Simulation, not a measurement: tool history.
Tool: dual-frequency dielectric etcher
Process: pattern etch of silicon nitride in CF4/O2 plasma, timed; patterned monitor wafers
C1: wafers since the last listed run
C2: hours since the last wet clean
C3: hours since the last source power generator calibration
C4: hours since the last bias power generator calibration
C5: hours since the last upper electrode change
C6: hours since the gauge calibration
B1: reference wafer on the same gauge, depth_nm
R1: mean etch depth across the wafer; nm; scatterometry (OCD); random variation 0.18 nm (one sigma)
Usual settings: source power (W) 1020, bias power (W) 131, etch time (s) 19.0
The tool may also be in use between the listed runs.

{"run": 1, "hour": 0.0, "source power (W)": 1020, "bias power (W)": 131, "etch time (s)": 19.0, "C1": 0, "C2": 356.0, "C3": 2199.5, "C4": 3288.8, "C5": 2098.1, "C6": 93.7, "B1": 62.2, "R1": 70.3}
{"hour": 82.7, "done": "wet clean of the chamber"}
{"run": 2, "hour": 83.2, "source power (W)": 820, "bias power (W)": 131, "etch time (s)": 19.0, "C1": 579, "C2": 0.5, "C3": 2282.7, "C4": 3372.0, "C5": 2181.3, "C6": 176.9, "B1": 62.2, "R1": 62.5}
{"run": 3, "hour": 100.1, "source power (W)": 1130, "bias power (W)": 122, "etch time (s)": 19.0, "C1": 165, "C2": 17.4, "C3": 2299.6, "C4": 3388.9, "C5": 2198.2, "C6": 193.8, "B1": 62.2, "R1": 73.8}
{"run": 4, "hour": 149.6, "source power (W)": 1130, "bias power (W)": 122, "etch time (s)": 19.0, "C1": 484, "C2": 66.9, "C3": 2349.1, "C4": 3438.4, "C5": 2247.7, "C6": 243.3, "B1": 62.2, "R1": 73.5}
{"run": 5, "hour": 177.7, "source power (W)": 1130, "bias power (W)": 122, "etch time (s)": 19.0, "C1": 274, "C2": 95.0, "C3": 2377.2, "C4": 3466.5, "C5": 2275.8, "C6": 271.4, "B1": 62.2, "R1": 73.7}
{"run": 6, "hour": 356.0, "source power (W)": 1020, "bias power (W)": 131, "etch time (s)": 19.0, "C1": 1744, "C2": 273.3, "C3": 2555.5, "C4": 3644.8, "C5": 2454.1, "C6": 449.7, "B1": 62.2, "R1": 69.9}
{"run": 7, "hour": 387.9, "source power (W)": 1020, "bias power (W)": 131, "etch time (s)": 19.0, "C1": 312, "C2": 305.2, "C3": 2587.4, "C4": 3676.7, "C5": 2486.0, "C6": 481.6, "B1": 62.2, "R1": 69.9}
{"run": 8, "hour": 453.2, "source power (W)": 1020, "bias power (W)": 131, "etch time (s)": 19.0, "C1": 638, "C2": 370.5, "C3": 2652.7, "C4": 3742.0, "C5": 2551.3, "C6": 546.9, "B1": 62.2, "R1": 69.4}
{"run": 9, "hour": 477.9, "source power (W)": 1020, "bias power (W)": 157, "etch time (s)": 20.5, "C1": 241, "C2": 395.2, "C3": 2677.4, "C4": 3766.7, "C5": 2576.0, "C6": 571.6, "B1": 62.2, "R1": 81.1}
{"hour": 540.0, "done": "wet clean of the chamber"}
{"run": 10, "hour": 540.5, "source power (W)": 1020, "bias power (W)": 157, "etch time (s)": 20.5, "C1": 377, "C2": 0.5, "C3": 2740.0, "C4": 3829.3, "C5": 2638.6, "C6": 634.2, "B1": 62.2, "R1": 82.9}
{"run": 11, "hour": 595.5, "source power (W)": 1020, "bias power (W)": 157, "etch time (s)": 20.5, "C1": 538, "C2": 55.5, "C3": 2795.0, "C4": 3884.3, "C5": 2693.6, "C6": 689.2, "B1": 62.2, "R1": 82.5}
{"run": 12, "hour": 637.7, "source power (W)": 1020, "bias power (W)": 131, "etch time (s)": 19.0, "C1": 412, "C2": 97.7, "C3": 2837.2, "C4": 3926.5, "C5": 2735.8, "C6": 731.4, "B1": 62.2, "R1": 70.7}

The next listed run, before its measurement:
{"hour": 766.8, "done": "upper electrode replaced"}
{"run": 13, "hour": 773.8, "source power (W)": 1140, "bias power (W)": 122, "etch time (s)": 15.0, "C1": 1096, "C2": 233.8, "C3": 2973.3, "C4": 4062.6, "C5": 7.0, "C6": 867.5, "B1": "?", "R1": "?"}

Run 13 gave B1 62.2, R1 57.4 nm.
Without the tool's hidden state the same run would have given R1 59.7 nm.
